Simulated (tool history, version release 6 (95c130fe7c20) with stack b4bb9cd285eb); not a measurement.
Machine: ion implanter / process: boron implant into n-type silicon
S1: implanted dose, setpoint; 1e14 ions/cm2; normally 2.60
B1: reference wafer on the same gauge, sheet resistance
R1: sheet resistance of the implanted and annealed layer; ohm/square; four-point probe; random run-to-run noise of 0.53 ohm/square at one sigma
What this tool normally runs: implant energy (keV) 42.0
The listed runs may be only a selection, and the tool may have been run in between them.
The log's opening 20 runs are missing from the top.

At day 13.154: Faraday cup replaced and dose calibrated.
Run 21, day 13.788: usual settings but S1 2.94 1e14 ions/cm2, implant energy (keV) 32.5; B1 343.01. Result: R1 333.76 ohm/square.
Run 22, day 14.375: usual settings but S1 2.03 1e14 ions/cm2; B1 343.04. Result: R1 410.85 ohm/square.
At day 15.079: gauge calibrated.
Run 23, day 15.121: usual settings but S1 3.23 1e14 ions/cm2, implant energy (keV) 29.5; B1 343.08. Result: R1 314.62 ohm/square.
At day 15.671: extraction supply calibrated.
Run 24, day 15.862: usual settings but S1 2.99 1e14 ions/cm2; B1 342.91. Result: R1 321.04 ohm/square.
Run 25, day 16.521: usual settings but S1 3.19 1e14 ions/cm2, implant energy (keV) 50.0; B1 342.89. Result: R1 300.05 ohm/square.
Run 26, day 16.946: usual settings but S1 2.03 1e14 ions/cm2, implant energy (keV) 53.5; B1 343.11. Result: R1 393.61 ohm/square.
Run 27, day 17.608: usual settings but implant energy (keV) 35.5; B1 342.88. Result: R1 358.30 ohm/square.
Run 28, day 18.088: usual settings; B1 343.09. Result: R1 350.11 ohm/square.
Run 29, day 18.604: usual settings but S1 2.26 1e14 ions/cm2, implant energy (keV) 30.0; B1 342.99. Result: R1 400.52 ohm/square.
Run 30, day 19.008: usual settings; B1 343.10. Result: R1 350.07 ohm/square.
Run 31, day 20.008: usual settings but S1 2.40 1e14 ions/cm2, implant energy (keV) 53.5; B1 342.86. Result: R1 354.58 ohm/square.
Run 32, day 20.575: usual settings but S1 2.01 1e14 ions/cm2, implant energy (keV) 32.0; B1 342.93. Result: R1 428.42 ohm/square.
Run 33, day 20.921: usual settings but S1 1.99 1e14 ions/cm2; B1 342.90. Result: R1 413.95 ohm/square.

What if the next run were any one of these 4? Each begins from the tool's condition after run 33:
Run A, day 20.938: usual settings; B1 ?. Result: R1 ?.
Run B, day 20.938: usual settings but S1 3.28 1e14 ions/cm2, implant energy (keV) 37.5; B1 ?. Result: R1 ?.
Run C, day 20.938: usual settings but S1 2.89 1e14 ions/cm2, implant energy (keV) 50.0; B1 ?. Result: R1 ?.
Run D, day 20.938: usual settings but S1 2.11 1e14 ions/cm2; B1 ?. Result: R1 ?.

run      B1      R1
  A  343.18  349.79
  B  343.18  303.97
  C  343.18  319.21
  D  343.18  399.48
What these runs would have given with no unlogged condition in the tool:
run      R1
  A  352.23
  B  306.21
  C  321.40
  D  402.21

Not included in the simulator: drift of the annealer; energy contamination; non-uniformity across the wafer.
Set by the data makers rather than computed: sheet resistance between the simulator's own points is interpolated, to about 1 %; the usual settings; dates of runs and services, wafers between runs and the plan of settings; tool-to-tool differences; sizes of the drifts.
